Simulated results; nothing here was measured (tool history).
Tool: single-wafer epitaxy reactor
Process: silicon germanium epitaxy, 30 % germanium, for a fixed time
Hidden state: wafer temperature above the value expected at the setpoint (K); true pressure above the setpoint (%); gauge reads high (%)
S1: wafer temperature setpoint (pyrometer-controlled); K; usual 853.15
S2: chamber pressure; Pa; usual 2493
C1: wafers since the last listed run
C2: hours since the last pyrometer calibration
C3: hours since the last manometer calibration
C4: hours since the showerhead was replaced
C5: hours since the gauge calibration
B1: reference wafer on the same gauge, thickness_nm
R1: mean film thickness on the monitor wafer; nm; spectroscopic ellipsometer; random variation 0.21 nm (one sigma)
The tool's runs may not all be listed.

| run | hour | S1 | S2 | C1 | C2 | C3 | C4 | C5 | B1 | R1 |
|---|---|---|---|---|---|---|---|---|---|---|
| 1 | 0 | 853.15 | 2493 | 0 | 1727.6 | 1444.6 | 4869 | 44 | 43.51 | 40.7 |
| 2 | 56.3 | 853.15 | 2493 | 692 | 1783.9 | 1500.9 | 4925.3 | 100.3 | 43.573 | 40.707 |
| 3 | 104.8 | 846.15 | 2493 | 596 | 1832.4 | 1549.4 | 4973.8 | 148.8 | 43.506 | 34.906 |
| 4 | 152.4 | 846.15 | 2493 | 585 | 1880 | 1597 | 5021.4 | 196.4 | 43.529 | 34.52 |
|  | 220.3 | pyrometer calibrated |
| 5 | 223.1 | 846.15 | 2493 | 771 | 2.8 | 1667.7 | 5092.1 | 267.1 | 43.466 | 45.011 |
| 6 | 256.1 | 853.15 | 2493 | 406 | 35.8 | 1700.7 | 5125.1 | 300.1 | 43.481 | 52.267 |
| 7 | 304.1 | 853.15 | 2493 | 590 | 83.8 | 1748.7 | 5173.1 | 348.1 | 43.497 | 52.196 |
|  | 341.4 | pyrometer calibrated, repeated, since the last time left the tool worse |
| 8 | 341.9 | 853.15 | 2493 | 366 | 0.5 | 1786.5 | 5210.9 | 385.9 | 43.451 | 45.089 |
| 9 | 368.3 | 866.15 | 3000 | 324 | 26.9 | 1812.9 | 5237.3 | 412.3 | 43.519 | 62.318 |
| 10 | 418 | 841.15 | 2706 | 611 | 76.6 | 1862.6 | 5287 | 462 | 43.498 | 34.692 |
|  | 436.2 | showerhead replaced |
| 11 | 447.2 | 859.15 | 2960 | 260 | 105.8 | 1891.8 | 11 | 491.2 | 43.556 | 52.998 |
| 12 | 505.7 | 847.15 | 2946 | 719 | 164.3 | 1950.3 | 69.5 | 549.7 | 43.517 | 40.325 |
|  | 570.2 | capacitance manometer re-zeroed and calibrated |
| 13 | 570.7 | 846.15 | 2146 | 701 | 229.3 | 0.5 | 134.5 | 614.7 | 43.581 | 36.207 |
|  | 572.8 | gauge calibrated |
| 14 | 637.9 | 843.15 | 2160 | 827 | 296.5 | 67.7 | 201.7 | 65.1 | 43.544 | 33.275 |
| 15 | 688.4 | 853.15 | 2493 | 621 | 347 | 118.2 | 252.2 | 115.6 | 43.479 | 42.953 |

Forecast run 16:
| 16 | 734 | 841.15 | 2706 | 561 | 392.6 | 163.8 | 297.8 | 161.2 | ? | ? |

Run 16 gave B1 43.5, R1 33.581 nm.
Without the tool's hidden state the same run would have given R1 34.753 nm.
